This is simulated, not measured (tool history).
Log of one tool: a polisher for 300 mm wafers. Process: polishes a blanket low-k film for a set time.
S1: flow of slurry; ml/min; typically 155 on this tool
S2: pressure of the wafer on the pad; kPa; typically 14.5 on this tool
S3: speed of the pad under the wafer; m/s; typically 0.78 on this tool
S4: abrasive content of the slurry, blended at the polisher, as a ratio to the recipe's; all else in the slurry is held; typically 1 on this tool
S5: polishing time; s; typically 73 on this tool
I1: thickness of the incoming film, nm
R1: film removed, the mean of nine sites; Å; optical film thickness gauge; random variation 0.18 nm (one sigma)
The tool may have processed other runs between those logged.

{"run": 1, "hour": 0.0, "S1": 155, "S2": 14.5, "S3": 0.78, "S4": 1, "S5": 73, "I1": 324.7, "R1": 238}
{"run": 2, "hour": 27.7, "S1": 155, "S2": 14.5, "S3": 0.78, "S4": 1, "S5": 73, "I1": 320.4, "R1": 237}
{"hour": 33.9, "done": "slurry blender recalibrated"}
{"hour": 90.3, "done": "worn pad replaced by a new one"}
{"hour": 93.3, "done": "slurry nozzle cleaned"}
{"hour": 93.7, "done": "conditioning disc replaced and pad reconditioned"}
{"run": 3, "hour": 94.4, "S1": 155, "S2": 14.5, "S3": 0.78, "S4": 1, "S5": 73, "I1": 317.5, "R1": 246}
{"run": 4, "hour": 148.6, "S1": 115, "S2": 14.5, "S3": 0.78, "S4": 1, "S5": 73, "I1": 320.2, "R1": 229}
{"run": 5, "hour": 213.0, "S1": 155, "S2": 11, "S3": 0.78, "S4": 1, "S5": 73, "I1": 316.4, "R1": 207}
{"run": 6, "hour": 268.9, "S1": 120, "S2": 14.5, "S3": 0.78, "S4": 1, "S5": 73, "I1": 322.6, "R1": 223}
{"run": 7, "hour": 314.4, "S1": 155, "S2": 16.5, "S3": 0.64, "S4": 1.15, "S5": 96, "I1": 318.5, "R1": 319}
{"run": 8, "hour": 384.7, "S1": 125, "S2": 17.2, "S3": 0.56, "S4": 1, "S5": 73, "I1": 324.1, "R1": 214}
{"run": 9, "hour": 411.0, "S1": 180, "S2": 17.9, "S3": 0.78, "S4": 0.7, "S5": 91, "I1": 314, "R1": 299}
{"hour": 446.1, "done": "slurry blender recalibrated"}
{"run": 10, "hour": 446.6, "S1": 155, "S2": 14.5, "S3": 0.78, "S4": 1, "S5": 73, "I1": 325.5, "R1": 232}
{"run": 11, "hour": 477.4, "S1": 155, "S2": 14.5, "S3": 0.78, "S4": 1, "S5": 73, "I1": 319.4, "R1": 229}
{"hour": 516.7, "done": "conditioning disc replaced and pad reconditioned"}
{"run": 12, "hour": 518.5, "S1": 180, "S2": 13.1, "S3": 0.78, "S4": 1, "S5": 73, "I1": 323.3, "R1": 222}
{"hour": 525.4, "done": "worn pad replaced by a new one"}
{"run": 13, "hour": 581.0, "S1": 155, "S2": 14.5, "S3": 0.78, "S4": 1, "S5": 73, "I1": 326.1, "R1": 225}
{"hour": 638.1, "done": "slurry nozzle cleaned"}
{"run": 14, "hour": 643.8, "S1": 155, "S2": 10.3, "S3": 0.78, "S4": 1.3, "S5": 73, "I1": 316.9, "R1": 216}
{"hour": 660.3, "done": "head pressure recalibrated"}
{"run": 15, "hour": 674.7, "S1": 205, "S2": 17.9, "S3": 0.78, "S4": 1, "S5": 61, "I1": 317.7, "R1": 253}
{"run": 16, "hour": 742.7, "S1": 155, "S2": 11.7, "S3": 0.78, "S4": 0.7, "S5": 73, "I1": 318.6, "R1": 197}

What does the tool deliver on the next run?
{"run": 17, "hour": 808.1, "S1": 105, "S2": 9.7, "S3": 0.52, "S4": 1, "S5": 48, "I1": 317.8, "R1": "?"}

{"run 17": {"R1": 98}}
With the hidden condition absent and the run-to-run variation left alone, this run would have shown R1 102 Å.
